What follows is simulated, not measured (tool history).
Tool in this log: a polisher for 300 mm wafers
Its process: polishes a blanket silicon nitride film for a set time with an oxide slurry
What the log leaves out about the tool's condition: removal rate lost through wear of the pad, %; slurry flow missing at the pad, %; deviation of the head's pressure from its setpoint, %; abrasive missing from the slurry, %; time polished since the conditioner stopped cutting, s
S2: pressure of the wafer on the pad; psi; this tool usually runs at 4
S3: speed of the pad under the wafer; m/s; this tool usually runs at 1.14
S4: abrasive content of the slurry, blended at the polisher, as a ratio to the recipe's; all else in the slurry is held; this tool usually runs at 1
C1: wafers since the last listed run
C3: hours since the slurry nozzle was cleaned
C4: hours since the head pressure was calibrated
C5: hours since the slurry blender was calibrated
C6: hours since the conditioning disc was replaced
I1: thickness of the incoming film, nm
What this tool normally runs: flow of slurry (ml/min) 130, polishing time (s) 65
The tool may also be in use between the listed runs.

run 1 hour=0 | flow_of_slurry_(ml/min)=130 S2=4 S3=1.14 S4=1 polishing_time_(s)=65 | C1=0 wafers_polished_on_this_pad=178 C3=551.4 C4=889.2 C5=294.9 C6=283.2 | I1=405.8 | film_removed_(nm)=44.9
run 2 hour=7.9 | flow_of_slurry_(ml/min)=130 S2=4 S3=1.14 S4=1 polishing_time_(s)=65 | C1=72 wafers_polished_on_this_pad=251 C3=559.3 C4=897.1 C5=302.8 C6=291.1 | I1=411.6 | film_removed_(nm)=45.1
run 3 hour=21.4 | flow_of_slurry_(ml/min)=130 S2=4 S3=1.14 S4=1 polishing_time_(s)=65 | C1=124 wafers_polished_on_this_pad=376 C3=572.8 C4=910.6 C5=316.3 C6=304.6 | I1=409.4 | film_removed_(nm)=43
-- hour=39.4 slurry nozzle cleaned
run 4 hour=39.9 | flow_of_slurry_(ml/min)=130 S2=4 S3=1.14 S4=1 polishing_time_(s)=65 | C1=161 wafers_polished_on_this_pad=537 C3=0.5 C4=929.1 C5=334.8 C6=323.1 | I1=412.6 | film_removed_(nm)=44
run 5 hour=51 | flow_of_slurry_(ml/min)=130 S2=4 S3=1.14 S4=1 polishing_time_(s)=74 | C1=102 wafers_polished_on_this_pad=640 C3=11.6 C4=940.2 C5=345.9 C6=334.2 | I1=414.6 | film_removed_(nm)=50.4
-- hour=60.8 slurry blender recalibrated
-- hour=62.1 head pressure recalibrated
-- hour=63.4 worn pad replaced by a new one
run 6 hour=63.9 | flow_of_slurry_(ml/min)=130 S2=4 S3=1.14 S4=1 polishing_time_(s)=74 | C1=76 wafers_polished_on_this_pad=4 C3=24.5 C4=1.8 C5=3.1 C6=347.1 | I1=405.5 | film_removed_(nm)=58.6
run 7 hour=67.3 | flow_of_slurry_(ml/min)=130 S2=4 S3=1.14 S4=1 polishing_time_(s)=65 | C1=31 wafers_polished_on_this_pad=36 C3=27.9 C4=5.2 C5=6.5 C6=350.5 | I1=414.9 | film_removed_(nm)=51.6
run 8 hour=85 | flow_of_slurry_(ml/min)=105 S2=4 S3=1.14 S4=1 polishing_time_(s)=65 | C1=163 wafers_polished_on_this_pad=199 C3=45.6 C4=22.9 C5=24.2 C6=368.2 | I1=406.9 | film_removed_(nm)=50.4
run 9 hour=96.6 | flow_of_slurry_(ml/min)=130 S2=4 S3=1.14 S4=1 polishing_time_(s)=65 | C1=107 wafers_polished_on_this_pad=306 C3=57.2 C4=34.5 C5=35.8 C6=379.8 | I1=400.9 | film_removed_(nm)=51
run 10 hour=102.7 | flow_of_slurry_(ml/min)=130 S2=4 S3=1.14 S4=1 polishing_time_(s)=65 | C1=56 wafers_polished_on_this_pad=363 C3=63.3 C4=40.6 C5=41.9 C6=385.9 | I1=407.9 | film_removed_(nm)=51.9
run 11 hour=109.8 | flow_of_slurry_(ml/min)=130 S2=4 S3=1.14 S4=0.9 polishing_time_(s)=46 | C1=65 wafers_polished_on_this_pad=428 C3=70.4 C4=47.7 C5=49 C6=393 | I1=416.4 | film_removed_(nm)=35.1
run 12 hour=120.2 | flow_of_slurry_(ml/min)=130 S2=4 S3=1.14 S4=1 polishing_time_(s)=65 | C1=96 wafers_polished_on_this_pad=524 C3=80.8 C4=58.1 C5=59.4 C6=403.4 | I1=409.8 | film_removed_(nm)=52.6
-- hour=135.9 conditioning disc replaced and pad reconditioned
run 13 hour=137.2 | flow_of_slurry_(ml/min)=130 S2=2.9 S3=1.14 S4=0.9 polishing_time_(s)=65 | C1=138 wafers_polished_on_this_pad=663 C3=97.8 C4=75.1 C5=76.4 C6=1.3 | I1=416.9 | film_removed_(nm)=35
-- hour=149.5 worn pad replaced by a new one
run 14 hour=150 | flow_of_slurry_(ml/min)=130 S2=4.8 S3=1.14 S4=1.25 polishing_time_(s)=45 | C1=81 wafers_polished_on_this_pad=4 C3=110.6 C4=87.9 C5=89.2 C6=14.1 | I1=407.1 | film_removed_(nm)=48.4
run 15 hour=157 | flow_of_slurry_(ml/min)=150 S2=2.9 S3=1.14 S4=1 polishing_time_(s)=47 | C1=64 wafers_polished_on_this_pad=68 C3=117.6 C4=94.9 C5=96.2 C6=21.1 | I1=411.2 | film_removed_(nm)=27.5
run 16 hour=166.6 | flow_of_slurry_(ml/min)=130 S2=2.9 S3=1.14 S4=1 polishing_time_(s)=65 | C1=88 wafers_polished_on_this_pad=157 C3=127.2 C4=104.5 C5=105.8 C6=30.7 | I1=414.3 | film_removed_(nm)=37.7
run 17 hour=181.4 | flow_of_slurry_(ml/min)=150 S2=4 S3=1.14 S4=0.75 polishing_time_(s)=73 | C1=136 wafers_polished_on_this_pad=294 C3=142 C4=119.3 C5=120.6 C6=45.5 | I1=408.4 | film_removed_(nm)=51
run 18 hour=192.5 | flow_of_slurry_(ml/min)=130 S2=5.4 S3=1.14 S4=1 polishing_time_(s)=76 | C1=102 wafers_polished_on_this_pad=396 C3=153.1 C4=130.4 C5=131.7 C6=56.6 | I1=409.6 | film_removed_(nm)=81.8
run 19 hour=208 | flow_of_slurry_(ml/min)=130 S2=4 S3=1.14 S4=1 polishing_time_(s)=56 | C1=143 wafers_polished_on_this_pad=539 C3=168.6 C4=145.9 C5=147.2 C6=72.1 | I1=416.5 | film_removed_(nm)=44
run 20 hour=215.6 | flow_of_slurry_(ml/min)=150 S2=4 S3=1.14 S4=1.2 polishing_time_(s)=73 | C1=70 wafers_polished_on_this_pad=609 C3=176.2 C4=153.5 C5=154.8 C6=79.7 | I1=407.8 | film_removed_(nm)=62.8
run 21 hour=226.4 | flow_of_slurry_(ml/min)=130 S2=4 S3=1.14 S4=1 polishing_time_(s)=65 | C1=99 wafers_polished_on_this_pad=709 C3=187 C4=164.3 C5=165.6 C6=90.5 | I1=408.4 | film_removed_(nm)=52.7
-- hour=238.1 worn pad replaced by a new one
run 22 hour=238.6 | flow_of_slurry_(ml/min)=130 S2=4 S3=0.78 S4=1 polishing_time_(s)=50 | C1=75 wafers_polished_on_this_pad=4 C3=199.2 C4=176.5 C5=177.8 C6=102.7 | I1=413.8 | film_removed_(nm)=32.6
run 23 hour=249.6 | flow_of_slurry_(ml/min)=130 S2=4.5 S3=1.52 S4=0.85 polishing_time_(s)=65 | C1=101 wafers_polished_on_this_pad=105 C3=210.2 C4=187.5 C5=188.8 C6=113.7 | I1=412.4 | film_removed_(nm)=64.1
run 24 hour=264.7 | flow_of_slurry_(ml/min)=105 S2=4 S3=1.34 S4=1 polishing_time_(s)=65 | C1=139 wafers_polished_on_this_pad=245 C3=225.3 C4=202.6 C5=203.9 C6=128.8 | I1=409.4 | film_removed_(nm)=54.1
run 25 hour=273.5 | flow_of_slurry_(ml/min)=130 S2=4 S3=1.32 S4=1 polishing_time_(s)=65 | C1=81 wafers_polished_on_this_pad=326 C3=234.1 C4=211.4 C5=212.7 C6=137.6 | I1=414.1 | film_removed_(nm)=57

5 ways to go on from here, each from the tool as it stands after run 25. What would each give?
run A hour=273.9 | flow_of_slurry_(ml/min)=130 S2=4 S3=1.14 S4=1 polishing_time_(s)=65 | C1=3 wafers_polished_on_this_pad=330 C3=234.5 C4=211.8 C5=213.1 C6=138 | I1=410.4 | film_removed_(nm)=?
run B hour=273.9 | flow_of_slurry_(ml/min)=130 S2=4.6 S3=1.14 S4=0.85 polishing_time_(s)=75 | C1=3 wafers_polished_on_this_pad=330 C3=234.5 C4=211.8 C5=213.1 C6=138 | I1=410.4 | film_removed_(nm)=?
run C hour=273.9 | flow_of_slurry_(ml/min)=130 S2=3.2 S3=1.14 S4=1 polishing_time_(s)=65 | C1=3 wafers_polished_on_this_pad=330 C3=234.5 C4=211.8 C5=213.1 C6=138 | I1=410.4 | film_removed_(nm)=?
run D hour=273.9 | flow_of_slurry_(ml/min)=140 S2=5 S3=1.14 S4=1 polishing_time_(s)=82 | C1=3 wafers_polished_on_this_pad=330 C3=234.5 C4=211.8 C5=213.1 C6=138 | I1=410.4 | film_removed_(nm)=?
run E hour=273.9 | flow_of_slurry_(ml/min)=130 S2=4 S3=0.74 S4=1 polishing_time_(s)=80 | C1=3 wafers_polished_on_this_pad=330 C3=234.5 C4=211.8 C5=213.1 C6=138 | I1=410.4 | film_removed_(nm)=?

run=A film_removed_(nm)=51.4
run=B film_removed_(nm)=62.7
run=C film_removed_(nm)=41.1
run=D film_removed_(nm)=82
run=E film_removed_(nm)=50.3
Take away the tool's hidden state, keep each run's random variation, and the runs would have read:
run=A film_removed_(nm)=52.1
run=B film_removed_(nm)=63.5
run=C film_removed_(nm)=41.7
run=D film_removed_(nm)=83
run=E film_removed_(nm)=51
